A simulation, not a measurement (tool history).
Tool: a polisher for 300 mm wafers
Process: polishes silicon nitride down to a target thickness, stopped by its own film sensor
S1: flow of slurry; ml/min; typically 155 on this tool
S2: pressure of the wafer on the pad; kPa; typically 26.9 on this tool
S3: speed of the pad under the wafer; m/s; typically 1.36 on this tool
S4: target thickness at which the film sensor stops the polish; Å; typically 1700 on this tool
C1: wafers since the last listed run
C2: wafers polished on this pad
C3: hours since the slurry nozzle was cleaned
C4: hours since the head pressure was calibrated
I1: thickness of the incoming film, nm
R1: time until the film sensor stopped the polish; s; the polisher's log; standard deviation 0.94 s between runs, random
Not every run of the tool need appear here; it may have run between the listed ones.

| run | hour | S1 | S2 | S3 | S4 | C1 | C2 | C3 | C4 | I1 | R1 |
|---|---|---|---|---|---|---|---|---|---|---|---|
| 1 | 0 | 155 | 26.9 | 1.36 | 1700 | 0 | 759 | 388.7 | 259.8 | 292.5 | 60.7 |
|  | 12.4 | slurry nozzle cleaned |
| 2 | 77.2 | 155 | 26.9 | 1.36 | 1700 | 472 | 1232 | 64.8 | 337 | 287.3 | 52.2 |
| 3 | 137.5 | 155 | 26.9 | 1.36 | 1700 | 374 | 1606 | 125.1 | 397.3 | 288.8 | 54.6 |
|  | 271.4 | worn pad replaced by a new one |
|  | 341.4 | slurry nozzle cleaned |
| 4 | 350.9 | 155 | 26.9 | 1.36 | 1700 | 1293 | 486 | 9.5 | 610.7 | 289.7 | 49 |
| 5 | 391.2 | 155 | 26.9 | 1.36 | 1700 | 250 | 737 | 49.8 | 651 | 289 | 49.9 |
| 6 | 439.1 | 155 | 26.9 | 1.36 | 1700 | 297 | 1034 | 97.7 | 698.9 | 291.6 | 54.9 |
| 7 | 480 | 155 | 26.9 | 1.36 | 1700 | 253 | 1288 | 138.6 | 739.8 | 292 | 54.6 |
| 8 | 560.4 | 155 | 26.9 | 1.36 | 1700 | 498 | 1787 | 219 | 820.2 | 295.3 | 58.8 |
|  | 646.6 | worn pad replaced by a new one |
| 9 | 663.4 | 155 | 24.8 | 1.1 | 1700 | 614 | 104 | 322 | 923.2 | 288.4 | 67.3 |
|  | 694.4 | slurry nozzle cleaned |
| 10 | 707 | 155 | 24.8 | 1.1 | 1700 | 264 | 368 | 12.6 | 966.8 | 288.9 | 59.3 |
| 11 | 810 | 130 | 33.8 | 1.76 | 1300 | 639 | 1008 | 115.6 | 1069.8 | 294.4 | 50.9 |
| 12 | 862.2 | 155 | 26.9 | 1.36 | 1700 | 323 | 1332 | 167.8 | 1122 | 294.2 | 56 |
| 13 | 936.5 | 105 | 31 | 1.72 | 1580 | 461 | 1793 | 242.1 | 1196.3 | 286.4 | 50.8 |
|  | 981 | worn pad replaced by a new one |
|  | 1019.1 | head pressure recalibrated |
| 14 | 1026.7 | 155 | 26.9 | 1.36 | 1310 | 522 | 271 | 332.3 | 7.6 | 289.9 | 74.3 |
|  | 1038.4 | slurry nozzle cleaned |
| 15 | 1095 | 135 | 22.1 | 1 | 1980 | 417 | 688 | 56.6 | 75.9 | 287 | 53.3 |
| 16 | 1264.5 | 175 | 33.8 | 1.36 | 1700 | 1051 | 1740 | 226.1 | 245.4 | 288.2 | 46 |
| 17 | 1304.3 | 185 | 26.9 | 1.36 | 1300 | 247 | 1987 | 265.9 | 285.2 | 292.3 | 74.3 |
|  | 1322.9 | worn pad replaced by a new one |
|  | 1376.1 | slurry nozzle cleaned |
| 18 | 1610.7 | 155 | 29.6 | 1.02 | 1700 | 1870 | 1780 | 234.6 | 591.6 | 294.3 | 67.1 |
|  | 1655.3 | worn pad replaced by a new one |
| 19 | 1715.8 | 110 | 17.2 | 1.68 | 1320 | 627 | 375 | 339.7 | 696.7 | 294.3 | 100.8 |
|  | 1776.3 | slurry nozzle cleaned |
| 20 | 1815.2 | 155 | 26.9 | 1.36 | 1700 | 610 | 986 | 38.9 | 796.1 | 285.6 | 50.7 |

Below are 3 alternative next runs, each starting from the tool's condition after run 20. Predict each:
| A | 1815.6 | 155 | 30.3 | 1.36 | 1700 | 2 | 988 | 39.3 | 796.5 | 295.4 | ? |
| B | 1815.6 | 130 | 26.9 | 1.1 | 1520 | 2 | 988 | 39.3 | 796.5 | 295.4 | ? |
| C | 1815.6 | 155 | 20.7 | 1.36 | 1880 | 2 | 988 | 39.3 | 796.5 | 295.4 | ? |

| run | R1 |
|---|---|
| A | 50.2 |
| B | 74.6 |
| C | 58.7 |
With the hidden condition removed and each run's random variation left untouched, the same runs would have given:
| run | R1 |
|---|---|
| A | 47.9 |
| B | 71.2 |
| C | 56.1 |

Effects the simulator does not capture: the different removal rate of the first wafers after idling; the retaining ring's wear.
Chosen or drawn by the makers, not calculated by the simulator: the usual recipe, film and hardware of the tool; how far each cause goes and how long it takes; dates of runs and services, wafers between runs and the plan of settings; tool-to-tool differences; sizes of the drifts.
